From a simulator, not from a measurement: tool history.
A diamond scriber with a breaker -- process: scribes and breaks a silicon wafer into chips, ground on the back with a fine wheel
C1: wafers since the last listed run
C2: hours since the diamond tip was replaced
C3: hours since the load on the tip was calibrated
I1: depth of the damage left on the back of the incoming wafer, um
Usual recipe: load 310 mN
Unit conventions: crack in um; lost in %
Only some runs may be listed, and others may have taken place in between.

{"run": 1, "hour": 0.0, "load": 286, "C1": 0, "C2": 171.4, "C3": 257.8, "I1": 2.25, "crack": 10.02, "lost": 3.35}
{"run": 2, "hour": 18.7, "load": 286, "C1": 47, "C2": 190.1, "C3": 276.5, "I1": 2.18, "crack": 9.84, "lost": 3.35}
{"run": 3, "hour": 34.5, "load": 286, "C1": 40, "C2": 205.9, "C3": 292.3, "I1": 2.03, "crack": 10, "lost": 3.27}
{"run": 4, "hour": 53.6, "load": 341, "C1": 48, "C2": 225, "C3": 311.4, "I1": 2.28, "crack": 11.23, "lost": 1.96}
{"hour": 60.6, "done": "diamond tip replaced by a new one"}
{"run": 5, "hour": 68.4, "load": 237, "C1": 32, "C2": 7.8, "C3": 326.2, "I1": 1.7, "crack": 8.73, "lost": 7.26}
{"run": 6, "hour": 97.8, "load": 310, "C1": 74, "C2": 37.2, "C3": 355.6, "I1": 2.98, "crack": 10.96, "lost": 3.2}
{"run": 7, "hour": 131.0, "load": 310, "C1": 84, "C2": 70.4, "C3": 388.8, "I1": 2.47, "crack": 10.82, "lost": 2.32}
{"run": 8, "hour": 159.1, "load": 310, "C1": 71, "C2": 98.5, "C3": 416.9, "I1": 1.54, "crack": 10.8, "lost": 1.47}
{"run": 9, "hour": 182.3, "load": 274, "C1": 58, "C2": 121.7, "C3": 440.1, "I1": 1.67, "crack": 9.72, "lost": 3.53}
{"run": 10, "hour": 216.2, "load": 310, "C1": 86, "C2": 155.6, "C3": 474, "I1": 2.79, "crack": 10.51, "lost": 3.14}
{"run": 11, "hour": 237.2, "load": 310, "C1": 53, "C2": 176.6, "C3": 495, "I1": 1.58, "crack": 10.43, "lost": 1.8}
{"run": 12, "hour": 264.0, "load": 310, "C1": 68, "C2": 203.4, "C3": 521.8, "I1": 2.47, "crack": 10.7, "lost": 2.46}
{"run": 13, "hour": 287.4, "load": 239, "C1": 59, "C2": 226.8, "C3": 545.2, "I1": 2.61, "crack": 8.56, "lost": 11.03}
{"run": 14, "hour": 315.1, "load": 244, "C1": 70, "C2": 254.5, "C3": 572.9, "I1": 1.55, "crack": 8.69, "lost": 7.22}
{"hour": 341.9, "done": "diamond tip replaced by a new one"}
{"run": 15, "hour": 348.5, "load": 310, "C1": 79, "C2": 6.6, "C3": 606.3, "I1": 1.76, "crack": 10.15, "lost": 2.48}
{"run": 16, "hour": 382.2, "load": 270, "C1": 85, "C2": 40.3, "C3": 640, "I1": 2.63, "crack": 9.04, "lost": 8.06}
{"hour": 391.1, "done": "load on the tip recalibrated"}
{"run": 17, "hour": 400.2, "load": 229, "C1": 40, "C2": 58.3, "C3": 9.1, "I1": 1.65, "crack": 7.76, "lost": 14.37}
{"hour": 409.3, "done": "diamond tip replaced by a new one, repeated, since the last time left the tool worse"}
{"run": 18, "hour": 418.8, "load": 391, "C1": 42, "C2": 9.5, "C3": 27.7, "I1": 1.65, "crack": 13.23, "lost": 4.69}
{"run": 19, "hour": 441.9, "load": 391, "C1": 58, "C2": 32.6, "C3": 50.8, "I1": 1.98, "crack": 13.11, "lost": 3.81}
{"run": 20, "hour": 462.6, "load": 310, "C1": 52, "C2": 53.3, "C3": 71.5, "I1": 1.69, "crack": 10.88, "lost": 1.59}
{"run": 21, "hour": 487.7, "load": 310, "C1": 63, "C2": 78.4, "C3": 96.6, "I1": 1.86, "crack": 10.69, "lost": 1.74}
{"run": 22, "hour": 500.3, "load": 253, "C1": 31, "C2": 91, "C3": 109.2, "I1": 1.97, "crack": 9.03, "lost": 6}
{"run": 23, "hour": 523.0, "load": 280, "C1": 57, "C2": 113.7, "C3": 131.9, "I1": 1.98, "crack": 9.9, "lost": 3.24}
{"run": 24, "hour": 541.7, "load": 310, "C1": 47, "C2": 132.4, "C3": 150.6, "I1": 1.7, "crack": 10.55, "lost": 1.65}

Entry by entry between the runs, the difference in hidden state between the last listed run before and the first listed run after:
Between runs 4 and 5: diamond tip replaced by a new one (hour 60.6)
  share of the diamond tip's cutting effectiveness lost through wear, %: 7.41 -> 0.988
  measured result minus the result with no hidden state, crack: -0.59 -> -0.06 um; lost: -0.4 -> +0.32 %
Between runs 14 and 15: diamond tip replaced by a new one (hour 341.9)
  share of the diamond tip's cutting effectiveness lost through wear, %: 7.16 -> 12.8
  measured result minus the result with no hidden state, crack: -0.44 -> -0.97 um; lost: +2.07 -> +0.96 %
Between runs 16 and 17: load on the tip recalibrated (hour 391.1)
  share of the diamond tip's cutting effectiveness lost through wear, %: 14.9 -> 15.7
  measured result minus the result with no hidden state, crack: -1.03 -> -0.94 um; lost: +3.99 -> +6.57 %
Between runs 17 and 18: diamond tip replaced by a new one, repeated, since the last time left the tool worse (hour 409.3)
  share of the diamond tip's cutting effectiveness lost through wear, %: 15.7 -> 0.816
  measured result minus the result with no hidden state, crack: -0.94 -> -0.07 um; lost: +6.57 -> -0.2 %

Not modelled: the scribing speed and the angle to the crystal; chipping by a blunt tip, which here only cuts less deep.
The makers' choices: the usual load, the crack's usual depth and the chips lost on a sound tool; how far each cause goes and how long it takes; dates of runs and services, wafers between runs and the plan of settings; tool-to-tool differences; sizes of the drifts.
